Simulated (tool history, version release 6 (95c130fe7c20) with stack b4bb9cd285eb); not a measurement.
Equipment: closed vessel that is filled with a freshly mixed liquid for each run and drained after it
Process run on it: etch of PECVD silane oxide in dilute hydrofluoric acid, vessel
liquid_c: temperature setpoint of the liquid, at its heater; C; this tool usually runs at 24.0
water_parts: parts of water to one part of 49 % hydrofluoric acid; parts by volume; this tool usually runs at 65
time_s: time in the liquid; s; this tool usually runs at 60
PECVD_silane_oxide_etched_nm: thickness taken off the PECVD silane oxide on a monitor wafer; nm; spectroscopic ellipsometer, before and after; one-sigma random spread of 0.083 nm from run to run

| run | hour | liquid_c | water_parts | time_s | read-back film thickness of the PECVD silane oxide reference wafer, read on the same gauge (nm) | PECVD_silane_oxide_etched_nm |
|---|---|---|---|---|---|---|
| 1 | 0.0 | 26.5 | 65 | 35 | 150.04 | 11.33 |
| 2 | 44.5 | 26.5 | 65 | 35 | 150.01 | 11.35 |
| 3 | 116.5 | 26.5 | 65 | 35 | 149.99 | 11.24 |
| 4 | 166.3 | 24.0 | 65 | 80 | 150.02 | 23.44 |
| 5 | 238.2 | 24.0 | 65 | 80 | 150.00 | 23.44 |
| 6 | 285.1 | 24.0 | 65 | 60 | 150.00 | 17.36 |
| 7 | 326.3 | 24.0 | 65 | 60 | 149.97 | 17.49 |
| 8 | 386.9 | 24.0 | 65 | 60 | 149.98 | 17.65 |
| 9 | 426.5 | 24.0 | 65 | 60 | 149.96 | 17.65 |
|  | 436.7 | gauge calibrated |
| 10 | 457.1 | 24.0 | 65 | 60 | 150.00 | 17.67 |
| 11 | 528.6 | 24.0 | 65 | 60 | 149.97 | 17.57 |
|  | 538.5 | hydrofluoric acid flow meter replaced |
| 12 | 584.8 | 24.0 | 65 | 60 | 149.97 | 17.67 |
|  | 591.6 | thermometer replaced |
| 13 | 645.8 | 24.0 | 65 | 60 | 149.97 | 16.83 |
| 14 | 701.4 | 24.0 | 65 | 60 | 150.01 | 17.08 |
| 15 | 728.0 | 21.5 | 85 | 30 | 149.99 | 5.77 |
| 16 | 770.8 | 24.0 | 80 | 60 | 150.01 | 13.50 |
| 17 | 838.5 | 22.5 | 85 | 30 | 149.98 | 6.04 |
| 18 | 907.3 | 20.0 | 65 | 75 | 149.97 | 18.12 |
| 19 | 971.8 | 24.0 | 75 | 90 | 149.98 | 21.79 |
| 20 | 998.1 | 20.5 | 80 | 60 | 149.98 | 11.81 |
| 21 | 1069.9 | 21.0 | 90 | 60 | 150.00 | 10.62 |
| 22 | 1131.6 | 21.5 | 85 | 30 | 149.96 | 5.78 |
| 23 | 1162.3 | 21.0 | 80 | 75 | 150.01 | 15.15 |
| 24 | 1218.5 | 27.0 | 45 | 90 | 150.01 | 43.37 |
| 25 | 1270.2 | 29.0 | 65 | 60 | 150.01 | 20.90 |
| 26 | 1301.6 | 21.5 | 40 | 60 | 150.03 | 25.74 |
| 27 | 1420.6 | 24.0 | 65 | 60 | 150.05 | 17.12 |

Predict each of these 5 candidate next runs independently; none follows another, all start after run 27:
| A | 1421.3 | 24.0 | 65 | 40 | ? | ? |
| B | 1421.3 | 22.5 | 65 | 50 | ? | ? |
| C | 1421.3 | 25.5 | 65 | 85 | ? | ? |
| D | 1421.3 | 20.5 | 75 | 40 | ? | ? |
| E | 1421.3 | 20.0 | 80 | 60 | ? | ? |

| run | read-back film thickness of the PECVD silane oxide reference wafer, read on the same gauge (nm) | PECVD_silane_oxide_etched_nm |
|---|---|---|
| A | 150.01 | 11.45 |
| B | 150.01 | 13.46 |
| C | 150.01 | 25.85 |
| D | 150.01 | 8.49 |
| E | 150.01 | 11.63 |
What these runs would have given with no unlogged condition in the tool:
| run | PECVD_silane_oxide_etched_nm |
|---|---|
| A | 11.23 |
| B | 13.20 |
| C | 25.35 |
| D | 8.32 |
| E | 11.40 |
